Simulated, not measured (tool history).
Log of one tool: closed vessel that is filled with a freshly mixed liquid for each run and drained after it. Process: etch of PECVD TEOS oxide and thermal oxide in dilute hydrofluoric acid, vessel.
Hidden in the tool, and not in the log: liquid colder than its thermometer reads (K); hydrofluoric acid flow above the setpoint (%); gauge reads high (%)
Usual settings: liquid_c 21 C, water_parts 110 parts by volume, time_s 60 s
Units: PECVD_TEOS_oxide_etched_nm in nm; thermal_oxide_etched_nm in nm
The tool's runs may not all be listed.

run,hour,liquid_c,water_parts,time_s,wafers since the last listed run,hours since the thermometer was replaced,hours since the hydrofluoric acid flow meter was replaced,hours since the gauge calibration,"read-back film thickness of the PECVD TEOS oxide reference wafer, read on the same gauge (nm)","read-back film thickness of the thermal oxide reference wafer, read on the same gauge (nm)",PECVD_TEOS_oxide_etched_nm,thermal_oxide_etched_nm
1,0,21,110,60,0,1263.6,183.9,274.4,120.01,29.951,14.65,2.091
2,56.4,21,110,60,4860,1320,240.3,330.8,119.97,29.987,14.7,2.089
3,281.3,21,110,60,19381,1544.9,465.2,555.7,119.98,29.982,14.8,2.145
4,364.7,21,110,60,7187,1628.3,548.6,639.1,120.03,29.972,14.87,2.149
5,451.1,21,110,60,7445,1714.7,635,725.5,119.97,30.01,15.07,2.104
6,504.8,21,110,60,4627,1768.4,688.7,779.2,119.96,29.988,15.05,2.092
# hour 535: hydrofluoric acid flow meter replaced
7,547.2,21,110,60,3567,1810.8,12.2,821.6,119.99,30.021,13.97,1.961
8,583.6,21,110,60,3136,1847.2,48.6,858,120.01,29.994,13.78,1.963
# hour 598.2: thermometer replaced
# hour 638.7: gauge calibrated
9,677.7,23,75,45,8023,79.5,142.7,39,119.97,29.986,18.86,2.681
10,777.9,18,135,60,8635,179.7,242.9,139.2,120,29.971,10.73,1.504
11,1088.5,18,75,35,26767,490.3,553.5,449.8,120.05,30.002,12.11,1.691
12,1147,21,85,60,5041,548.8,612,508.3,119.96,29.951,20.45,2.864
13,1212,18,75,35,5601,613.8,677,573.3,119.96,29.968,12.09,1.721
# hour 1247.8: hydrofluoric acid flow meter replaced
14,1249,23.5,110,35,3102,650.8,1.2,610.3,119.99,29.992,9.3,1.334
15,1312.2,21,110,60,5446,714,64.4,673.5,119.98,29.976,14.48,2.055
16,1396.8,21,110,90,7290,798.6,149,758.1,120.01,29.97,22.08,3.181
17,1451,17,155,60,4670,852.8,203.2,812.3,119.99,30.033,8.47,1.19

5 ways to go on from here, each from the tool as it stands after run 17. What would each give?
A,1451.7,21,55,60,60,853.5,203.9,813,?,?,?,?
B,1451.7,25,55,50,60,853.5,203.9,813,?,?,?,?
C,1451.7,18.5,75,70,60,853.5,203.9,813,?,?,?,?
D,1451.7,17,85,60,60,853.5,203.9,813,?,?,?,?
E,1451.7,24,110,90,60,853.5,203.9,813,?,?,?,?

run,"read-back film thickness of the PECVD TEOS oxide reference wafer, read on the same gauge (nm)","read-back film thickness of the thermal oxide reference wafer, read on the same gauge (nm)",PECVD_TEOS_oxide_etched_nm,thermal_oxide_etched_nm
A,120.01,30.001,31.32,4.545
B,120.01,30.001,30.84,4.476
C,120.01,30.001,23.56,3.418
D,120.01,30.001,16.53,2.399
E,120.01,30.001,24.93,3.617
Without the tool's hidden state the same runs would have given:
run,PECVD_TEOS_oxide_etched_nm,thermal_oxide_etched_nm
A,32.17,4.669
B,31.63,4.59
C,24.2,3.512
D,16.99,2.465
E,25.49,3.7
